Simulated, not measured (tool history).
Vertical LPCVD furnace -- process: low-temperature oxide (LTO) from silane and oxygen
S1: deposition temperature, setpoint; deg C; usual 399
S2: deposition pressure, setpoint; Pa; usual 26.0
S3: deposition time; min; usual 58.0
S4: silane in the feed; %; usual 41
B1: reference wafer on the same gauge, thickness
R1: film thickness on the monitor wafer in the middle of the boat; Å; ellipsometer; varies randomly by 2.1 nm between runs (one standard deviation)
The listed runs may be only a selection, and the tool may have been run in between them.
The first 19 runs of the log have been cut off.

| run | hour | S1 | S2 | S3 | S4 | B1 | R1 |
|---|---|---|---|---|---|---|---|
|  | 1257.9 | gauge calibrated |
|  | 1305.1 | silane flow controller replaced |
| 20 | 1510.1 | 407 | 22.0 | 58.0 | 49 | 506.10 | 5957.3 |
| 21 | 1584.8 | 399 | 26.0 | 58.0 | 41 | 506.05 | 5342.0 |
|  | 1635.6 | pressure gauge zeroed |
| 22 | 1639.2 | 395 | 26.0 | 58.0 | 45 | 505.89 | 5522.6 |
| 23 | 1678.7 | 405 | 26.0 | 58.0 | 37 | 505.64 | 4949.9 |
| 24 | 1733.9 | 387 | 22.0 | 58.0 | 44 | 505.76 | 4189.6 |
| 25 | 1817.6 | 399 | 26.0 | 48.5 | 46 | 505.98 | 4975.9 |
| 26 | 1878.1 | 406 | 22.0 | 78.0 | 41 | 505.89 | 6411.7 |
| 27 | 1930.4 | 399 | 24.0 | 58.0 | 39 | 506.25 | 4555.1 |
| 28 | 2236.3 | 387 | 28.7 | 58.0 | 44 | 506.12 | 5543.1 |
| 29 | 2530.6 | 399 | 26.0 | 58.0 | 41 | 505.75 | 5281.8 |
| 30 | 2699.9 | 391 | 31.3 | 58.0 | 39 | 505.57 | 5480.7 |

Here are 5 independent what-if runs from the current tool condition. What would each one return?
| A | 2704.9 | 399 | 22.0 | 58.0 | 41 | ? | ? |
| B | 2704.9 | 406 | 26.0 | 58.0 | 41 | ? | ? |
| C | 2704.9 | 399 | 26.0 | 58.0 | 37 | ? | ? |
| D | 2704.9 | 389 | 26.0 | 58.0 | 41 | ? | ? |
| E | 2704.9 | 399 | 29.3 | 58.0 | 36 | ? | ? |

| run | B1 | R1 |
|---|---|---|
| A | 505.97 | 4550.7 |
| B | 505.97 | 5778.0 |
| C | 505.97 | 4726.4 |
| D | 505.97 | 4792.0 |
| E | 505.97 | 5134.4 |
With the hidden condition removed and each run's random variation left untouched, the same runs would have given:
| run | R1 |
|---|---|
| A | 4386.0 |
| B | 5591.8 |
| C | 4570.9 |
| D | 4633.8 |
| E | 4976.8 |

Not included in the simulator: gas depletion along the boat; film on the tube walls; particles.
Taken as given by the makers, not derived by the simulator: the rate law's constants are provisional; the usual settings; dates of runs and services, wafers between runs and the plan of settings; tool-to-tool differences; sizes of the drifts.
